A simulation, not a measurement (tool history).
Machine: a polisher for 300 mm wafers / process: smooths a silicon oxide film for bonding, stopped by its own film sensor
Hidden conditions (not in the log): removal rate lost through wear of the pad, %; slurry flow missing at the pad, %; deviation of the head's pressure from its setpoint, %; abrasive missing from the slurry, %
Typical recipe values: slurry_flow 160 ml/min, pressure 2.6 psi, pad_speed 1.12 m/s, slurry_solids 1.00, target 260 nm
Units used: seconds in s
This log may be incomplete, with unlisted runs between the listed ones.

run	hour	slurry_flow	pressure	pad_speed	slurry_solids	target	wafers since the last listed run	wafers polished on this pad	hours since the slurry nozzle was cleaned	hours since the head pressure was calibrated	hours since the slurry blender was calibrated	incoming thickness of the incoming film, nm	seconds
1	0.0	140	2.6	1.42	1.00	260	0	68	607.5	365.3	178.4	324.4	46.3
2	7.9	160	2.6	1.12	1.00	260	128	196	615.4	373.2	186.3	316.6	49.0
3	18.8	160	2.6	1.12	1.00	260	176	373	626.3	384.1	197.2	323.0	56.1
4	27.2	160	2.6	1.12	1.00	260	136	509	634.7	392.5	205.6	320.0	52.4
5	37.3	160	2.6	1.12	1.00	260	163	673	644.8	402.6	215.7	317.8	51.0
6	47.1	160	2.6	1.12	1.00	260	159	832	654.6	412.4	225.5	319.1	53.5
# hour 61.0: worn pad replaced by a new one
7	61.5	160	2.6	1.12	1.00	260	168	8	669.0	426.8	239.9	318.2	52.5
8	74.2	160	2.6	1.12	1.00	260	206	214	681.7	439.5	252.6	319.1	53.8
9	90.1	160	2.6	1.12	1.00	260	258	472	697.6	455.4	268.5	325.7	60.9
10	104.1	115	2.6	1.12	1.00	260	227	699	711.6	469.4	282.5	320.1	58.0
# hour 116.2: worn pad replaced by a new one
11	118.6	115	2.6	1.12	1.00	260	170	39	726.1	483.9	297.0	319.0	58.6
12	136.3	160	3.4	1.12	1.15	249	287	326	743.8	501.6	314.7	321.3	49.9
# hour 139.2: slurry blender recalibrated
13	154.2	160	2.6	1.12	0.80	246	258	584	761.7	519.5	15.0	318.8	72.0
14	171.5	160	2.6	1.12	1.25	274	280	865	779.0	536.8	32.3	321.7	35.3
# hour 173.9: head pressure recalibrated
# hour 181.5: worn pad replaced by a new one
15	182.0	160	2.6	1.12	1.25	246	73	8	789.5	8.1	42.8	317.3	50.6
16	194.2	160	2.6	1.12	1.00	260	197	206	801.7	20.3	55.0	324.4	53.0
# hour 197.2: slurry nozzle cleaned
17	205.5	160	2.6	1.12	1.00	260	167	373	8.3	31.6	66.3	325.2	54.0
18	222.6	140	2.9	1.12	1.00	260	277	650	25.4	48.7	83.4	323.1	47.2
19	229.4	160	2.6	1.12	1.15	280	110	761	32.2	55.5	90.2	324.9	34.7
# hour 237.1: worn pad replaced by a new one
20	277.2	205	3.4	1.12	1.00	260	710	650	80.0	103.3	138.0	320.4	37.3

Run 21 comes next. What will it give?
21	286.4	110	2.0	1.12	1.00	260	149	799	89.2	112.5	147.2	326.9	?

{"run 21": {"seconds": 76.2}}
If the tool had no hidden condition, the same run with the same run-to-run variation would have returned seconds 73.9 s.
